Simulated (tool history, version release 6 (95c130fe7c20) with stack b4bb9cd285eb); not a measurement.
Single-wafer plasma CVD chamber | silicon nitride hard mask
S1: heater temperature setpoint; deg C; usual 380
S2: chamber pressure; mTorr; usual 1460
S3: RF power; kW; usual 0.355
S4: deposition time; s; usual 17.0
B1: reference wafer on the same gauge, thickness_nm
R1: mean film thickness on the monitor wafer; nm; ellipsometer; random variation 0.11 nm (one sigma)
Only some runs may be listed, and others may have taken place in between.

{"run": 1, "hour": 0.0, "S1": 380, "S2": 1460, "S3": 0.4, "S4": 17.0, "B1": 23.154, "R1": 21.906}
{"run": 2, "hour": 87.7, "S1": 380, "S2": 1460, "S3": 0.355, "S4": 17.0, "B1": 23.081, "R1": 20.353}
{"hour": 191.4, "done": "thermocouple changed; heater temperature recalibrated"}
{"run": 3, "hour": 191.9, "S1": 380, "S2": 1460, "S3": 0.355, "S4": 15.4, "B1": 23.129, "R1": 18.488}
{"run": 4, "hour": 236.6, "S1": 380, "S2": 1460, "S3": 0.355, "S4": 15.4, "B1": 23.096, "R1": 18.442}
{"run": 5, "hour": 289.1, "S1": 380, "S2": 1460, "S3": 0.315, "S4": 17.8, "B1": 23.097, "R1": 20.011}
{"run": 6, "hour": 367.8, "S1": 380, "S2": 1460, "S3": 0.315, "S4": 17.8, "B1": 23.045, "R1": 19.913}
{"hour": 382.3, "done": "showerhead replaced"}
{"hour": 398.2, "done": "capacitance manometer re-zeroed and calibrated"}
{"run": 7, "hour": 447.9, "S1": 380, "S2": 1460, "S3": 0.315, "S4": 17.8, "B1": 23.047, "R1": 19.747}
{"run": 8, "hour": 541.1, "S1": 369, "S2": 1700, "S3": 0.315, "S4": 19.2, "B1": 23.061, "R1": 22.442}
{"run": 9, "hour": 602.3, "S1": 380, "S2": 1350, "S3": 0.355, "S4": 19.1, "B1": 23.13, "R1": 22.306}
{"hour": 620.2, "done": "RF generator calibrated"}
{"run": 10, "hour": 675.5, "S1": 380, "S2": 1710, "S3": 0.355, "S4": 19.4, "B1": 23.03, "R1": 24.351}
{"run": 11, "hour": 717.5, "S1": 389, "S2": 1220, "S3": 0.415, "S4": 15.8, "B1": 23.104, "R1": 19.54}
{"run": 12, "hour": 809.7, "S1": 388, "S2": 1460, "S3": 0.355, "S4": 17.0, "B1": 23.055, "R1": 20.374}
{"run": 13, "hour": 876.5, "S1": 380, "S2": 1600, "S3": 0.42, "S4": 17.0, "B1": 23.069, "R1": 22.815}
{"hour": 959.3, "done": "gauge calibrated"}
{"hour": 1077.4, "done": "thermocouple changed; heater temperature recalibrated"}
{"run": 14, "hour": 1115.2, "S1": 380, "S2": 1460, "S3": 0.41, "S4": 17.0, "B1": 23.513, "R1": 22.636}
{"run": 15, "hour": 1179.3, "S1": 365, "S2": 1460, "S3": 0.355, "S4": 18.0, "B1": 23.476, "R1": 22.189}
{"run": 16, "hour": 1255.7, "S1": 380, "S2": 1570, "S3": 0.355, "S4": 17.0, "B1": 23.448, "R1": 20.977}
{"run": 17, "hour": 1355.2, "S1": 380, "S2": 1460, "S3": 0.355, "S4": 17.0, "B1": 23.4, "R1": 20.379}
{"run": 18, "hour": 1461.6, "S1": 380, "S2": 1780, "S3": 0.355, "S4": 17.0, "B1": 23.294, "R1": 21.834}
{"run": 19, "hour": 1529.6, "S1": 380, "S2": 1330, "S3": 0.405, "S4": 17.0, "B1": 23.329, "R1": 21.771}
{"hour": 1550.0, "done": "capacitance manometer re-zeroed and calibrated"}
{"run": 20, "hour": 1626.0, "S1": 380, "S2": 1710, "S3": 0.355, "S4": 17.0, "B1": 23.295, "R1": 21.421}
{"run": 21, "hour": 1673.9, "S1": 380, "S2": 1460, "S3": 0.375, "S4": 17.0, "B1": 23.32, "R1": 21.186}
{"run": 22, "hour": 1757.3, "S1": 371, "S2": 1460, "S3": 0.355, "S4": 17.0, "B1": 23.297, "R1": 20.681}
{"hour": 1866.5, "done": "thermocouple changed; heater temperature recalibrated"}
{"run": 23, "hour": 1867.0, "S1": 387, "S2": 1460, "S3": 0.31, "S4": 17.0, "B1": 23.205, "R1": 18.872}
{"run": 24, "hour": 1932.0, "S1": 380, "S2": 1460, "S3": 0.4, "S4": 17.0, "B1": 23.18, "R1": 21.991}
{"run": 25, "hour": 2034.4, "S1": 380, "S2": 1460, "S3": 0.355, "S4": 17.0, "B1": 23.217, "R1": 20.738}
{"run": 26, "hour": 2334.8, "S1": 374, "S2": 1460, "S3": 0.355, "S4": 15.1, "B1": 23.15, "R1": 18.332}
{"run": 27, "hour": 2397.7, "S1": 380, "S2": 1460, "S3": 0.355, "S4": 16.0, "B1": 23.22, "R1": 19.196}
{"run": 28, "hour": 2446.0, "S1": 380, "S2": 1460, "S3": 0.4, "S4": 17.0, "B1": 23.207, "R1": 22.119}

Alternative continuations, all from the tool just after run 28; predict every row:
{"run": "A", "hour": 2446.4, "S1": 380, "S2": 1460, "S3": 0.355, "S4": 17.0, "B1": "?", "R1": "?"}
{"run": "B", "hour": 2446.4, "S1": 394, "S2": 1180, "S3": 0.335, "S4": 15.6, "B1": "?", "R1": "?"}
{"run": "C", "hour": 2446.4, "S1": 388, "S2": 1340, "S3": 0.29, "S4": 16.1, "B1": "?", "R1": "?"}
{"run": "D", "hour": 2446.4, "S1": 368, "S2": 1460, "S3": 0.41, "S4": 17.0, "B1": "?", "R1": "?"}

run=A B1=23.166 R1=20.472
run=B B1=23.166 R1=17.099
run=C B1=23.166 R1=16.857
run=D B1=23.166 R1=22.277
With no hidden state in the tool, these same runs would have given:
run=A R1=20.863
run=B R1=17.425
run=C R1=17.179
run=D R1=22.702
